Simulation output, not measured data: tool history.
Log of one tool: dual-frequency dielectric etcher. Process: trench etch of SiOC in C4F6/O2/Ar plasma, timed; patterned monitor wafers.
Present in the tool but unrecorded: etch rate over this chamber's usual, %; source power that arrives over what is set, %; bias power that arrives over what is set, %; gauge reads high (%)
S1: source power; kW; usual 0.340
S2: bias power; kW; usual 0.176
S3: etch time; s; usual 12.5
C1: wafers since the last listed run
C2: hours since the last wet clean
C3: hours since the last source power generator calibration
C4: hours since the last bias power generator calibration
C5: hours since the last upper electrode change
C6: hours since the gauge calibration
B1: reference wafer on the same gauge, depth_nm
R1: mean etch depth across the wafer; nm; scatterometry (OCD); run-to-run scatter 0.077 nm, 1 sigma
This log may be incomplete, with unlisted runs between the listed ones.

{"run": 1, "hour": 0.0, "S1": 0.34, "S2": 0.186, "S3": 11.0, "C1": 0, "C2": 277.0, "C3": 3893.4, "C4": 3448.6, "C5": 5089.9, "C6": 198.1, "B1": 27.12, "R1": 20.09}
{"run": 2, "hour": 16.1, "S1": 0.34, "S2": 0.186, "S3": 11.0, "C1": 306, "C2": 293.1, "C3": 3909.5, "C4": 3464.7, "C5": 5106.0, "C6": 214.2, "B1": 27.1, "R1": 20.27}
{"run": 3, "hour": 31.2, "S1": 0.34, "S2": 0.154, "S3": 12.5, "C1": 287, "C2": 308.2, "C3": 3924.6, "C4": 3479.8, "C5": 5121.1, "C6": 229.3, "B1": 27.1, "R1": 21.46}
{"run": 4, "hour": 46.2, "S1": 0.34, "S2": 0.154, "S3": 12.5, "C1": 285, "C2": 323.2, "C3": 3939.6, "C4": 3494.8, "C5": 5136.1, "C6": 244.3, "B1": 27.1, "R1": 21.58}
{"run": 5, "hour": 63.9, "S1": 0.34, "S2": 0.154, "S3": 12.5, "C1": 336, "C2": 340.9, "C3": 3957.3, "C4": 3512.5, "C5": 5153.8, "C6": 262.0, "B1": 27.11, "R1": 21.45}
{"run": 6, "hour": 70.9, "S1": 0.34, "S2": 0.176, "S3": 12.5, "C1": 133, "C2": 347.9, "C3": 3964.3, "C4": 3519.5, "C5": 5160.8, "C6": 269.0, "B1": 27.12, "R1": 22.44}
{"run": 7, "hour": 85.3, "S1": 0.34, "S2": 0.176, "S3": 12.5, "C1": 273, "C2": 362.3, "C3": 3978.7, "C4": 3533.9, "C5": 5175.2, "C6": 283.4, "B1": 27.12, "R1": 22.15}
{"run": 8, "hour": 101.2, "S1": 0.34, "S2": 0.176, "S3": 10.0, "C1": 302, "C2": 378.2, "C3": 3994.6, "C4": 3549.8, "C5": 5191.1, "C6": 299.3, "B1": 27.09, "R1": 17.83}
{"run": 9, "hour": 112.1, "S1": 0.34, "S2": 0.176, "S3": 10.0, "C1": 207, "C2": 389.1, "C3": 4005.5, "C4": 3560.7, "C5": 5202.0, "C6": 310.2, "B1": 27.09, "R1": 17.75}
{"run": 10, "hour": 120.0, "S1": 0.34, "S2": 0.176, "S3": 10.0, "C1": 150, "C2": 397.0, "C3": 4013.4, "C4": 3568.6, "C5": 5209.9, "C6": 318.1, "B1": 27.09, "R1": 17.82}
{"run": 11, "hour": 126.1, "S1": 0.34, "S2": 0.176, "S3": 12.5, "C1": 116, "C2": 403.1, "C3": 4019.5, "C4": 3574.7, "C5": 5216.0, "C6": 324.2, "B1": 27.11, "R1": 22.18}
{"hour": 132.3, "done": "source power generator calibrated"}
{"run": 12, "hour": 133.2, "S1": 0.3, "S2": 0.176, "S3": 12.5, "C1": 58, "C2": 410.2, "C3": 0.9, "C4": 3581.8, "C5": 5223.1, "C6": 331.3, "B1": 27.1, "R1": 21.02}
{"run": 13, "hour": 149.6, "S1": 0.3, "S2": 0.176, "S3": 12.5, "C1": 311, "C2": 426.6, "C3": 17.3, "C4": 3598.2, "C5": 5239.5, "C6": 347.7, "B1": 27.1, "R1": 21.0}
{"hour": 161.6, "done": "bias power generator calibrated"}
{"run": 14, "hour": 162.1, "S1": 0.34, "S2": 0.176, "S3": 12.5, "C1": 161, "C2": 439.1, "C3": 29.8, "C4": 0.5, "C5": 5252.0, "C6": 360.2, "B1": 27.09, "R1": 22.1}
{"run": 15, "hour": 173.9, "S1": 0.27, "S2": 0.198, "S3": 12.5, "C1": 224, "C2": 450.9, "C3": 41.6, "C4": 12.3, "C5": 5263.8, "C6": 372.0, "B1": 27.08, "R1": 20.79}
{"hour": 223.0, "done": "upper electrode replaced"}
{"run": 16, "hour": 223.5, "S1": 0.34, "S2": 0.176, "S3": 12.5, "C1": 486, "C2": 500.5, "C3": 91.2, "C4": 61.9, "C5": 0.5, "C6": 421.6, "B1": 27.1, "R1": 21.88}
{"hour": 247.4, "done": "gauge calibrated"}
{"hour": 256.0, "done": "wet clean of the chamber"}
{"run": 17, "hour": 256.5, "S1": 0.34, "S2": 0.15, "S3": 12.5, "C1": 171, "C2": 0.5, "C3": 124.2, "C4": 94.9, "C5": 33.5, "C6": 9.1, "B1": 27.11, "R1": 22.1}
{"run": 18, "hour": 256.8, "S1": 0.34, "S2": 0.176, "S3": 12.5, "C1": 5, "C2": 0.8, "C3": 124.5, "C4": 95.2, "C5": 33.8, "C6": 9.4, "B1": 27.09, "R1": 23.26}
{"run": 19, "hour": 259.9, "S1": 0.32, "S2": 0.139, "S3": 15.5, "C1": 58, "C2": 3.9, "C3": 127.6, "C4": 98.3, "C5": 36.9, "C6": 12.5, "B1": 27.09, "R1": 26.09}
{"run": 20, "hour": 266.4, "S1": 0.37, "S2": 0.176, "S3": 10.0, "C1": 123, "C2": 10.4, "C3": 134.1, "C4": 104.8, "C5": 43.4, "C6": 19.0, "B1": 27.11, "R1": 19.35}
{"run": 21, "hour": 274.2, "S1": 0.37, "S2": 0.216, "S3": 12.5, "C1": 148, "C2": 18.2, "C3": 141.9, "C4": 112.6, "C5": 51.2, "C6": 26.8, "B1": 27.09, "R1": 25.67}
{"run": 22, "hour": 290.0, "S1": 0.31, "S2": 0.176, "S3": 12.5, "C1": 300, "C2": 34.0, "C3": 157.7, "C4": 128.4, "C5": 67.0, "C6": 42.6, "B1": 27.1, "R1": 22.29}
{"run": 23, "hour": 303.7, "S1": 0.3, "S2": 0.2, "S3": 12.5, "C1": 260, "C2": 47.7, "C3": 171.4, "C4": 142.1, "C5": 80.7, "C6": 56.3, "B1": 27.08, "R1": 22.88}
{"run": 24, "hour": 310.2, "S1": 0.34, "S2": 0.203, "S3": 14.5, "C1": 123, "C2": 54.2, "C3": 177.9, "C4": 148.6, "C5": 87.2, "C6": 62.8, "B1": 27.11, "R1": 28.09}
{"run": 25, "hour": 325.5, "S1": 0.26, "S2": 0.198, "S3": 15.0, "C1": 291, "C2": 69.5, "C3": 193.2, "C4": 163.9, "C5": 102.5, "C6": 78.1, "B1": 27.1, "R1": 25.68}
{"run": 26, "hour": 337.6, "S1": 0.34, "S2": 0.176, "S3": 12.5, "C1": 230, "C2": 81.6, "C3": 205.3, "C4": 176.0, "C5": 114.6, "C6": 90.2, "B1": 27.08, "R1": 22.99}

Consider 5 possible next runs. They are alternatives, not a sequence: every one starts from the tool as it was left by run 26. What does each give?
{"run": "A", "hour": 338.0, "S1": 0.34, "S2": 0.176, "S3": 12.5, "C1": 7, "C2": 82.0, "C3": 205.7, "C4": 176.4, "C5": 115.0, "C6": 90.6, "B1": "?", "R1": "?"}
{"run": "B", "hour": 338.0, "S1": 0.37, "S2": 0.148, "S3": 11.5, "C1": 7, "C2": 82.0, "C3": 205.7, "C4": 176.4, "C5": 115.0, "C6": 90.6, "B1": "?", "R1": "?"}
{"run": "C", "hour": 338.0, "S1": 0.38, "S2": 0.212, "S3": 10.0, "C1": 7, "C2": 82.0, "C3": 205.7, "C4": 176.4, "C5": 115.0, "C6": 90.6, "B1": "?", "R1": "?"}
{"run": "D", "hour": 338.0, "S1": 0.26, "S2": 0.176, "S3": 12.5, "C1": 7, "C2": 82.0, "C3": 205.7, "C4": 176.4, "C5": 115.0, "C6": 90.6, "B1": "?", "R1": "?"}
{"run": "E", "hour": 338.0, "S1": 0.36, "S2": 0.2, "S3": 16.0, "C1": 7, "C2": 82.0, "C3": 205.7, "C4": 176.4, "C5": 115.0, "C6": 90.6, "B1": "?", "R1": "?"}

run=A B1=27.09 R1=22.95
run=B B1=27.09 R1=20.73
run=C B1=27.09 R1=20.43
run=D B1=27.09 R1=20.48
run=E B1=27.09 R1=31.36
The same runs, with their run-to-run variation unchanged, on a tool lacking any hidden condition would have given:
run=A R1=23.01
run=B R1=20.78
run=C R1=20.48
run=D R1=20.52
run=E R1=31.44
